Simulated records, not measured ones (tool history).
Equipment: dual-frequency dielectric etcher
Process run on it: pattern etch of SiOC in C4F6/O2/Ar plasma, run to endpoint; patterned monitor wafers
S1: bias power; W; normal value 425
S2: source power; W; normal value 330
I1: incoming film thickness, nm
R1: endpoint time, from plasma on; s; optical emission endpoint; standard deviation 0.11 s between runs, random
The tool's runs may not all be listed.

run,hour,S1,S2,I1,R1
1,0,425,350,36.3,12.9
2,120.4,425,350,36.44,12.6
3,169.8,425,330,36.02,12.9
4,218.6,425,330,36.22,13
5,324.1,425,330,36.47,12.6
6,397,425,330,36.21,12.8
7,492.1,425,380,36.11,12.2
8,577.1,425,380,36.56,12.3
9,616.2,425,390,36.65,12.1
# hour 699.1: wet clean of the chamber
10,699.6,425,330,36.15,12.4
11,781.3,425,330,36.52,12.6
12,848.7,425,330,36.06,12.3
13,897.1,393,330,36.32,12.6
14,992.1,393,330,36.23,12.6
15,1036.8,425,330,36.52,12.3
# hour 1063.6: source power generator calibrated
16,1132.8,395,290,36.58,13
# hour 1330.7: wet clean of the chamber, repeated, since the last time left the tool worse
17,1370.3,392,330,36.06,13.3
# hour 1599.3: upper electrode replaced
18,1643.9,425,330,36.23,12.7
19,1685.8,524,360,36.3,11.7
20,1730.5,338,300,36.51,14.1
21,1810.8,340,360,36.1,13.3
22,1851.1,373,330,36.37,13.1
23,1898.1,425,350,36.16,12.4
# hour 1977.8: wet clean of the chamber
24,1989.8,473,370,35.88,12
25,2090.9,425,330,36.31,13
# hour 2127.6: bias power generator calibrated
26,2183,389,260,36.16,14.2
27,2237.4,425,330,36.1,12.8
28,2342.6,425,330,36.34,12.8
29,2435.2,425,370,35.96,12.3
# hour 2675.7: wet clean of the chamber
30,2676.2,522,400,36.24,11.4
31,2761.1,456,370,36.42,12.5
32,2798.2,498,330,36.2,12.3
33,2887.1,425,330,35.95,12.6
34,2971.7,521,330,36.46,12.2
# hour 2983.7: source power generator calibrated
35,3027.8,425,330,36.51,12.9

Each row is a separate what-if for the run after 35, all from the same tool condition, not one after another. Results?
A,3028.2,425,330,36.23,?
B,3028.2,425,400,36.23,?
C,3028.2,466,250,36.23,?
D,3028.2,425,260,36.23,?

run,R1
A,13
B,12.3
C,13.7
D,13.9
Had the tool no hidden state, the same runs would have come out as:
run,R1
A,13.2
B,12.5
C,13.8
D,14.1

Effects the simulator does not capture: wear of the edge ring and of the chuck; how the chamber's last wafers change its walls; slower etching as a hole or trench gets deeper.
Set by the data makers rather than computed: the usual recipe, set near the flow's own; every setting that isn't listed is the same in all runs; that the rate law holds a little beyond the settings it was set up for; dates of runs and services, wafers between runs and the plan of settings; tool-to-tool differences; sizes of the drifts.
